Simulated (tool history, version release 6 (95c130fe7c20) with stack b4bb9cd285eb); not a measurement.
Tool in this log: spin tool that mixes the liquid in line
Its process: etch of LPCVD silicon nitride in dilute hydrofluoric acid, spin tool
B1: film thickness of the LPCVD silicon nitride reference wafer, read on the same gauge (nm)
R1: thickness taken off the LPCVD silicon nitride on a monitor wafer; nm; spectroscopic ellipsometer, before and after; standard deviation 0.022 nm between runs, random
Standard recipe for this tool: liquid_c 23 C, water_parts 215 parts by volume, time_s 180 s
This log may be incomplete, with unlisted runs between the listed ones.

run 1 hour=0 | liquid_c=23 water_parts=140 time_s=135 | B1=70.024 | R1=0.412
run 2 hour=60 | liquid_c=23 water_parts=215 time_s=180 | B1=70.008 | R1=0.387
run 3 hour=104.8 | liquid_c=23 water_parts=260 time_s=180 | B1=70.013 | R1=0.321
-- hour=175.5 thermometer replaced
run 4 hour=194 | liquid_c=23 water_parts=260 time_s=180 | B1=70.003 | R1=0.323
run 5 hour=282 | liquid_c=23 water_parts=260 time_s=180 | B1=69.997 | R1=0.275
run 6 hour=378.9 | liquid_c=23 water_parts=270 time_s=220 | B1=70.006 | R1=0.321
-- hour=430.5 hydrofluoric acid flow meter replaced
run 7 hour=453.4 | liquid_c=23 water_parts=270 time_s=220 | B1=70.024 | R1=0.329
run 8 hour=548.3 | liquid_c=26 water_parts=295 time_s=180 | B1=70.009 | R1=0.281
run 9 hour=624.4 | liquid_c=26 water_parts=295 time_s=180 | B1=69.984 | R1=0.325
run 10 hour=807.6 | liquid_c=26 water_parts=295 time_s=180 | B1=69.972 | R1=0.315
-- hour=860.5 thermometer replaced
run 11 hour=917.9 | liquid_c=23 water_parts=215 time_s=265 | B1=69.983 | R1=0.503
run 12 hour=983.5 | liquid_c=21 water_parts=180 time_s=280 | B1=69.987 | R1=0.606
run 13 hour=1109.4 | liquid_c=21.5 water_parts=145 time_s=225 | B1=69.998 | R1=0.511
run 14 hour=1162.2 | liquid_c=24.5 water_parts=185 time_s=285 | B1=69.987 | R1=0.639
run 15 hour=1207.3 | liquid_c=28 water_parts=215 time_s=265 | B1=70.013 | R1=0.766
run 16 hour=1279.3 | liquid_c=25 water_parts=300 time_s=80 | B1=70.025 | R1=0.14
run 17 hour=1375 | liquid_c=28 water_parts=215 time_s=265 | B1=70.002 | R1=0.724
run 18 hour=1459.4 | liquid_c=19 water_parts=165 time_s=145 | B1=69.969 | R1=0.267
-- hour=1521 thermometer replaced
run 19 hour=1532.9 | liquid_c=23 water_parts=215 time_s=130 | B1=70.013 | R1=0.27
run 20 hour=1590 | liquid_c=19.5 water_parts=105 time_s=125 | B1=70.011 | R1=0.364
-- hour=1616.9 gauge calibrated
run 21 hour=1693.2 | liquid_c=23 water_parts=215 time_s=180 | B1=70.011 | R1=0.387
run 22 hour=1792.2 | liquid_c=23 water_parts=215 time_s=240 | B1=70.011 | R1=0.488
run 23 hour=1881.2 | liquid_c=23 water_parts=215 time_s=180 | B1=69.994 | R1=0.356
run 24 hour=1978.9 | liquid_c=23 water_parts=215 time_s=180 | B1=69.991 | R1=0.347
run 25 hour=2038.9 | liquid_c=23 water_parts=215 time_s=225 | B1=69.984 | R1=0.45
run 26 hour=2127.9 | liquid_c=24.5 water_parts=115 time_s=130 | B1=69.969 | R1=0.484
run 27 hour=2218.1 | liquid_c=19.5 water_parts=215 time_s=145 | B1=70.018 | R1=0.231
-- hour=2222.9 hydrofluoric acid flow meter replaced
-- hour=2311.2 thermometer replaced
run 28 hour=2325.1 | liquid_c=23 water_parts=215 time_s=215 | B1=70.026 | R1=0.428
run 29 hour=2401 | liquid_c=19.5 water_parts=215 time_s=180 | B1=70.024 | R1=0.285
run 30 hour=2484.5 | liquid_c=23 water_parts=305 time_s=180 | B1=69.988 | R1=0.254
run 31 hour=2572.9 | liquid_c=23 water_parts=215 time_s=145 | B1=69.988 | R1=0.31
run 32 hour=2639.4 | liquid_c=23 water_parts=215 time_s=80 | B1=70.016 | R1=0.155
run 33 hour=2746.1 | liquid_c=20 water_parts=215 time_s=180 | B1=69.971 | R1=0.277

3 options for the next run, each taken on its own from the tool as it stands now. Forecast them:
run A hour=2746.6 | liquid_c=23 water_parts=215 time_s=90 | B1=? | R1=?
run B hour=2746.6 | liquid_c=20 water_parts=275 time_s=135 | B1=? | R1=?
run C hour=2746.6 | liquid_c=23 water_parts=300 time_s=95 | B1=? | R1=?

run=A B1=70.01 R1=0.179
run=B B1=70.01 R1=0.174
run=C B1=70.01 R1=0.136
What these runs would have given with no unlogged condition in the tool:
run=A R1=0.179
run=B R1=0.174
run=C R1=0.136
